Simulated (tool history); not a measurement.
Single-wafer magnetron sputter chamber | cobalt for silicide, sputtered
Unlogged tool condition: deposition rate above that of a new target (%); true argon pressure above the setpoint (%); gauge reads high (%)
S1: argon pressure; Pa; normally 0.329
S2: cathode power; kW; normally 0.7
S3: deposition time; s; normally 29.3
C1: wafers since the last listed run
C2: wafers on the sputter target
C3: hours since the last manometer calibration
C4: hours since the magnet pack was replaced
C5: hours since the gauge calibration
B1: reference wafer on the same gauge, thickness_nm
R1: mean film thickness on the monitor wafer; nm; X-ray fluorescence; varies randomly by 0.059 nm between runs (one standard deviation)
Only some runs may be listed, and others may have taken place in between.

Run 1, hour 0: usual settings but S2 0.85 kW; C1 0; C2 11763; C3 2394.2; C4 3788; C5 550; B1 11.402. Result: R1 11.341 nm.
At hour 15: sputter target and shields replaced.
Run 2, hour 74.2: usual settings but S2 0.85 kW; C1 2012; C2 1799; C3 2468.4; C4 3862.2; C5 624.2; B1 11.41. Result: R1 11.615 nm.
Run 3, hour 134.2: usual settings but S2 0.85 kW; C1 1824; C2 3623; C3 2528.4; C4 3922.2; C5 684.2; B1 11.405. Result: R1 11.447 nm.
Run 4, hour 267.1: usual settings but S3 26.9 s; C1 4040; C2 7663; C3 2661.3; C4 4055.1; C5 817.1; B1 11.416. Result: R1 8.735 nm.
Run 5, hour 316.8: usual settings but S3 26.9 s; C1 1510; C2 9174; C3 2711; C4 4104.8; C5 866.8; B1 11.382. Result: R1 8.772 nm.
Run 6, hour 387.6: usual settings but S1 0.432 Pa; C1 2152; C2 11326; C3 2781.8; C4 4175.6; C5 937.6; B1 11.404. Result: R1 9.175 nm.
At hour 404.9: sputter target and shields replaced.
Run 7, hour 412.4: usual settings; C1 510; C2 228; C3 2806.6; C4 4200.4; C5 962.4; B1 11.394. Result: R1 9.232 nm.
Run 8, hour 453.8: usual settings; C1 1258; C2 1487; C3 2848; C4 4241.8; C5 1003.8; B1 11.378. Result: R1 9.1 nm.
Run 9, hour 493: usual settings but S1 0.373 Pa; C1 1191; C2 2678; C3 2887.2; C4 4281; C5 1043; B1 11.389. Result: R1 8.889 nm.
Run 10, hour 612.2: usual settings but S1 0.373 Pa; C1 3623; C2 6302; C3 3006.4; C4 4400.2; C5 1162.2; B1 11.415. Result: R1 8.765 nm.
Run 11, hour 645: usual settings but S1 0.373 Pa; C1 997; C2 7299; C3 3039.2; C4 4433; C5 1195; B1 11.42. Result: R1 8.761 nm.
At hour 700.2: capacitance manometer re-zeroed and calibrated.
Run 12, hour 706.5: usual settings but S2 0.75 kW; C1 1626; C2 8926; C3 6.3; C4 4494.5; C5 1256.5; B1 11.392. Result: R1 9.412 nm.
Run 13, hour 746.2: usual settings; C1 1206; C2 10133; C3 46; C4 4534.2; C5 1296.2; B1 11.416. Result: R1 8.774 nm.
Run 14, hour 802.4: usual settings; C1 1708; C2 11841; C3 102.2; C4 4590.4; C5 1352.4; B1 11.405. Result: R1 8.808 nm.
Run 15, hour 852: usual settings; C1 1507; C2 13349; C3 151.8; C4 4640; C5 1402; B1 11.422. Result: R1 8.809 nm.
At hour 901.1: sputter target and shields replaced, repeated, since the last time left the tool worse.
Run 16, hour 915.2: usual settings but S1 0.42 Pa; C1 1678; C2 428; C3 215; C4 4703.2; C5 1465.2; B1 11.417. Result: R1 9.558 nm.
Run 17, hour 975: usual settings; C1 1817; C2 2246; C3 274.8; C4 4763; C5 1525; B1 11.414. Result: R1 9.754 nm.
Run 18, hour 1041: usual settings; C1 2006; C2 4253; C3 340.8; C4 4829; C5 1591; B1 11.388. Result: R1 9.733 nm.
Run 19, hour 1077.5: usual settings but S1 0.449 Pa, S3 34.4 s; C1 1109; C2 5362; C3 377.3; C4 4865.5; C5 1627.5; B1 11.382. Result: R1 10.702 nm.
Run 20, hour 1144.7: usual settings but S3 27.1 s; C1 2042; C2 7405; C3 444.5; C4 4932.7; C5 1694.7; B1 11.392. Result: R1 8.748 nm.
Run 21, hour 1206.8: usual settings but S1 0.374 Pa, S2 0.55 kW, S3 25.7 s; C1 1887; C2 9293; C3 506.6; C4 4994.8; C5 1756.8; B1 11.383. Result: R1 6.708 nm.
Run 22, hour 1239.1: usual settings but S2 0.6 kW; C1 981; C2 10275; C3 538.9; C4 5027.1; C5 1789.1; B1 11.401. Result: R1 8.356 nm.
At hour 1259.8: magnet pack replaced.
Run 23, hour 1265.5: usual settings but S1 0.265 Pa, S2 0.6 kW, S3 32 s; C1 559; C2 10834; C3 565.3; C4 5.7; C5 1815.5; B1 11.407. Result: R1 9.377 nm.
At hour 1313.4: sputter target and shields replaced.
Run 24, hour 1322: usual settings; C1 1474; C2 261; C3 621.8; C4 62.2; C5 1872; B1 11.391. Result: R1 9.942 nm.
Run 25, hour 1369.9: usual settings but S1 0.377 Pa, S2 0.85 kW; C1 1456; C2 1718; C3 669.7; C4 110.1; C5 1919.9; B1 11.4. Result: R1 11.521 nm.
Run 26, hour 1441.4: usual settings but S1 0.201 Pa, S2 0.8 kW, S3 27.4 s; C1 2173; C2 3891; C3 741.2; C4 181.6; C5 1991.4; B1 11.389. Result: R1 10.683 nm.
Run 27, hour 1505.4: usual settings but S2 0.85 kW, S3 25.6 s; C1 1945; C2 5837; C3 805.2; C4 245.6; C5 2055.4; B1 11.382. Result: R1 10.075 nm.
Run 28, hour 1570.1: usual settings but S1 0.203 Pa, S3 25.4 s; C1 1966; C2 7804; C3 869.9; C4 310.3; C5 2120.1; B1 11.376. Result: R1 8.726 nm.
At hour 1586.1: gauge calibrated.
Run 29, hour 1639.7: usual settings; C1 2115; C2 9920; C3 939.5; C4 379.9; C5 53.6; B1 11.396. Result: R1 9.525 nm.
Run 30, hour 1697.5: usual settings but S1 0.388 Pa, S2 0.85 kW, S3 31.2 s; C1 1757; C2 11677; C3 997.3; C4 437.7; C5 111.4; B1 11.41. Result: R1 11.887 nm.
At hour 1729.1: sputter target and shields replaced.
Run 31, hour 1762.6: usual settings but S1 0.372 Pa, S2 0.6 kW, S3 26.7 s; C1 1735; C2 1017; C3 1062.4; C4 502.8; C5 176.5; B1 11.391. Result: R1 7.677 nm.
Run 32, hour 1797.1: usual settings; C1 1048; C2 2066; C3 1096.9; C4 537.3; C5 211; B1 11.381. Result: R1 9.749 nm.
Run 33, hour 1859.2: usual settings but S1 0.404 Pa, S2 0.6 kW, S3 32.9 s; C1 1887; C2 3954; C3 1159; C4 599.4; C5 273.1; B1 11.376. Result: R1 9.228 nm.
Run 34, hour 2005.4: usual settings but S1 0.274 Pa; C1 4444; C2 8398; C3 1305.2; C4 745.6; C5 419.3; B1 11.404. Result: R1 9.737 nm.
Run 35, hour 2037.9: usual settings but S1 0.42 Pa; C1 988; C2 9386; C3 1337.7; C4 778.1; C5 451.8; B1 11.39. Result: R1 9.264 nm.
Run 36, hour 2105.1: usual settings but S1 0.239 Pa, S3 25.3 s; C1 2042; C2 11429; C3 1404.9; C4 845.3; C5 519; B1 11.392. Result: R1 8.603 nm.

Branching from run 36: 3 alternative next runs. What would each branch give?
Run A, hour 2105.5: usual settings; C1 12; C2 11441; C3 1405.3; C4 845.7; C5 519.4; B1 ?. Result: R1 ?.
Run B, hour 2105.5: usual settings but S2 0.55 kW, S3 35 s; C1 12; C2 11441; C3 1405.3; C4 845.7; C5 519.4; B1 ?. Result: R1 ?.
Run C, hour 2105.5: usual settings but S1 0.441 Pa, S2 0.8 kW; C1 12; C2 11441; C3 1405.3; C4 845.7; C5 519.4; B1 ?. Result: R1 ?.

run      B1      R1
  A  11.405   9.551
  B  11.405   9.243
  C  11.405  10.299
Had the tool no hidden state, the same runs would have come out as:
run      R1
  A   9.957
  B   9.637
  C  10.738
